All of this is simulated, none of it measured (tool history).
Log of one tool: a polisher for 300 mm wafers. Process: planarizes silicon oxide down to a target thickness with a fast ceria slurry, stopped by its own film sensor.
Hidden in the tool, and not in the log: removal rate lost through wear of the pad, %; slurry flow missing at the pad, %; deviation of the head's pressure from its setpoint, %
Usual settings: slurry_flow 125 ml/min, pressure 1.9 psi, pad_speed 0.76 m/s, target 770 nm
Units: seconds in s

run,hour,slurry_flow,pressure,pad_speed,target,wafers since the last listed run,wafers polished on this pad,hours since the slurry nozzle was cleaned,hours since the head pressure was calibrated,"incoming thickness of the incoming film, nm",seconds
1,0,160,1.9,0.76,770,0,204,449.6,608.2,1181.9,39.5
2,20.4,160,1.9,0.76,770,146,351,470,628.6,1190.2,41.3
3,47.4,160,1.9,0.76,770,194,545,497,655.6,1186.1,39.7
# hour 70.4: worn pad replaced by a new one
4,78,125,1.9,0.76,770,191,55,527.6,686.2,1180.2,41.4
5,113.8,125,1.9,0.76,770,257,312,563.4,722,1172.4,40.7
6,146.3,125,1.9,0.76,770,234,547,595.9,754.5,1162.7,39.3
7,161.6,125,1.9,0.76,770,110,657,611.2,769.8,1173.3,39.7
# hour 169: worn pad replaced by a new one
8,192.1,125,1.9,0.76,770,190,166,641.7,800.3,1188.7,41.1
9,208.9,125,1.9,0.76,770,121,287,658.5,817.1,1190.6,41.2
# hour 229: head pressure recalibrated
10,236.8,140,1.9,0.76,640,186,474,686.4,7.8,1195.1,69.3
11,250.8,90,1.9,0.76,894,100,575,700.4,21.8,1169.3,38.1
# hour 253.6: slurry nozzle cleaned
# hour 255.8: worn pad replaced by a new one
12,267.4,125,1.9,0.64,916,95,83,13.8,38.4,1200.5,43.3
13,290.7,155,1.9,0.82,817,167,251,37.1,61.7,1187.3,42.4
14,323.9,125,1.9,0.76,770,239,490,70.3,94.9,1175.8,50.4
# hour 335.9: head pressure recalibrated, repeated, since the last time left the tool worse
# hour 352.7: worn pad replaced by a new one
15,353.1,95,2.1,0.94,770,167,2,99.5,17.2,1172.2,34
16,375.5,125,1.9,0.76,770,161,164,121.9,39.6,1171.9,43.6
17,427.6,155,1.9,0.76,814,375,539,174,91.7,1201.9,40.3

Forecast run 18:
# hour 442: worn pad replaced by a new one
18,443.6,95,1.9,0.96,644,86,11,190,107.7,1184.1,?

seconds: 49.1 s
Without the tool's hidden state the same run would have given seconds 49.1 s.

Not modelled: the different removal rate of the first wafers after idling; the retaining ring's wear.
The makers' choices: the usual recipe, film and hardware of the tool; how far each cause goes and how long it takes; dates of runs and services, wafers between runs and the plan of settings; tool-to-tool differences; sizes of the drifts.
